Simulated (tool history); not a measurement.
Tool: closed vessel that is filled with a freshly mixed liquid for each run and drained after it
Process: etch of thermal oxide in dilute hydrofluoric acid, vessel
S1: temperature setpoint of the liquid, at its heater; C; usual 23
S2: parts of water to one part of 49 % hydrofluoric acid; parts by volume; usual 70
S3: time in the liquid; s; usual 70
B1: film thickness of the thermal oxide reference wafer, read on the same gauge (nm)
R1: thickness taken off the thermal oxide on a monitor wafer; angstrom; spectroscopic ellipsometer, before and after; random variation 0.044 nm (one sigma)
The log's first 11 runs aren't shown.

run 12 day=38.367 | S1=23 S2=70 S3=90 | B1=60.044 | R1=71.21
-- day=41.379 thermometer replaced
run 13 day=47.333 | S1=23 S2=70 S3=90 | B1=59.95 | R1=64.22
run 14 day=49.075 | S1=23 S2=70 S3=45 | B1=60 | R1=32.28
run 15 day=53.338 | S1=23 S2=70 S3=45 | B1=59.973 | R1=32.96
run 16 day=56.012 | S1=25 S2=70 S3=70 | B1=60.009 | R1=55.84
-- day=57.146 gauge calibrated
-- day=58.771 hydrofluoric acid flow meter replaced
run 17 day=59.771 | S1=19.5 S2=70 S3=70 | B1=59.976 | R1=44.47
run 18 day=62.838 | S1=28 S2=70 S3=55 | B1=60.037 | R1=49.9
run 19 day=66.383 | S1=23 S2=70 S3=70 | B1=59.971 | R1=52.57

The next listed run, before its measurement:
run 20 day=70.042 | S1=24.5 S2=70 S3=70 | B1=? | R1=?

Run 20 gave B1 59.977, R1 56.42 angstrom.
Without the tool's hidden state the same run would have given R1 52.85 angstrom.

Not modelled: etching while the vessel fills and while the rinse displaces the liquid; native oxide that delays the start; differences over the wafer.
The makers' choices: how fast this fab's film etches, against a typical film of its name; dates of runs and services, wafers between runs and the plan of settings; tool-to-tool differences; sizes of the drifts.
